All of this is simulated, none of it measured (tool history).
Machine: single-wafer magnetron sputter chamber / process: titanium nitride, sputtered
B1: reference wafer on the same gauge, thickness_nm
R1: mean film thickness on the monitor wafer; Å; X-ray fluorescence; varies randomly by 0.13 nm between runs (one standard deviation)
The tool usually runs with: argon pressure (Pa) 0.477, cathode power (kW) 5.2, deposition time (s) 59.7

{"run": 1, "hour": 0.0, "argon pressure (Pa)": 0.477, "cathode power (kW)": 5.2, "deposition time (s)": 62.7, "B1": 42.922, "R1": 515.55}
{"run": 2, "hour": 7.0, "argon pressure (Pa)": 0.477, "cathode power (kW)": 5.2, "deposition time (s)": 62.7, "B1": 42.923, "R1": 516.64}
{"run": 3, "hour": 31.5, "argon pressure (Pa)": 0.477, "cathode power (kW)": 5.2, "deposition time (s)": 59.7, "B1": 42.909, "R1": 491.72}
{"run": 4, "hour": 45.0, "argon pressure (Pa)": 0.477, "cathode power (kW)": 5.2, "deposition time (s)": 59.7, "B1": 42.835, "R1": 491.07}
{"run": 5, "hour": 59.7, "argon pressure (Pa)": 0.477, "cathode power (kW)": 5.2, "deposition time (s)": 59.7, "B1": 42.899, "R1": 491.86}
{"run": 6, "hour": 77.6, "argon pressure (Pa)": 0.477, "cathode power (kW)": 5.2, "deposition time (s)": 59.7, "B1": 42.861, "R1": 491.16}
{"run": 7, "hour": 86.8, "argon pressure (Pa)": 0.477, "cathode power (kW)": 5.2, "deposition time (s)": 59.7, "B1": 42.869, "R1": 491.49}
{"run": 8, "hour": 93.4, "argon pressure (Pa)": 0.477, "cathode power (kW)": 5.75, "deposition time (s)": 59.7, "B1": 42.917, "R1": 539.49}
{"run": 9, "hour": 105.3, "argon pressure (Pa)": 0.477, "cathode power (kW)": 5.75, "deposition time (s)": 59.7, "B1": 42.9, "R1": 543.89}
{"run": 10, "hour": 114.0, "argon pressure (Pa)": 0.477, "cathode power (kW)": 5.95, "deposition time (s)": 62.7, "B1": 42.897, "R1": 587.56}
{"run": 11, "hour": 126.3, "argon pressure (Pa)": 0.477, "cathode power (kW)": 5.2, "deposition time (s)": 59.7, "B1": 42.94, "R1": 489.43}
{"run": 12, "hour": 141.7, "argon pressure (Pa)": 0.477, "cathode power (kW)": 5.2, "deposition time (s)": 59.7, "B1": 42.884, "R1": 489.32}
{"hour": 144.8, "done": "gauge calibrated"}
{"run": 13, "hour": 157.1, "argon pressure (Pa)": 0.477, "cathode power (kW)": 5.2, "deposition time (s)": 59.7, "B1": 42.927, "R1": 490.3}
{"run": 14, "hour": 165.9, "argon pressure (Pa)": 0.477, "cathode power (kW)": 5.2, "deposition time (s)": 59.7, "B1": 42.924, "R1": 488.71}
{"hour": 177.2, "done": "magnet pack replaced"}
{"run": 15, "hour": 180.9, "argon pressure (Pa)": 0.477, "cathode power (kW)": 5.2, "deposition time (s)": 56.3, "B1": 42.899, "R1": 461.35}
{"run": 16, "hour": 190.6, "argon pressure (Pa)": 0.477, "cathode power (kW)": 5.2, "deposition time (s)": 67.3, "B1": 42.869, "R1": 549.36}
{"hour": 211.5, "done": "sputter target and shields replaced"}
{"run": 17, "hour": 212.0, "argon pressure (Pa)": 0.583, "cathode power (kW)": 4.15, "deposition time (s)": 50.4, "B1": 42.882, "R1": 312.19}
{"run": 18, "hour": 215.3, "argon pressure (Pa)": 0.477, "cathode power (kW)": 5.2, "deposition time (s)": 65, "B1": 42.887, "R1": 529.97}
{"run": 19, "hour": 233.0, "argon pressure (Pa)": 0.595, "cathode power (kW)": 4.35, "deposition time (s)": 65.4, "B1": 42.859, "R1": 422.83}
{"run": 20, "hour": 245.0, "argon pressure (Pa)": 0.477, "cathode power (kW)": 5.2, "deposition time (s)": 59.7, "B1": 42.895, "R1": 489.27}

Forecast run 21:
{"hour": 253.8, "done": "capacitance manometer re-zeroed and calibrated"}
{"run": 21, "hour": 261.5, "argon pressure (Pa)": 0.477, "cathode power (kW)": 5.2, "deposition time (s)": 59.7, "B1": "?", "R1": "?"}

B1: 42.938
R1: 502.99 Å
Take away the tool's hidden state, keep the run-to-run variation as it was, and the same run would have given R1 503.59 Å.

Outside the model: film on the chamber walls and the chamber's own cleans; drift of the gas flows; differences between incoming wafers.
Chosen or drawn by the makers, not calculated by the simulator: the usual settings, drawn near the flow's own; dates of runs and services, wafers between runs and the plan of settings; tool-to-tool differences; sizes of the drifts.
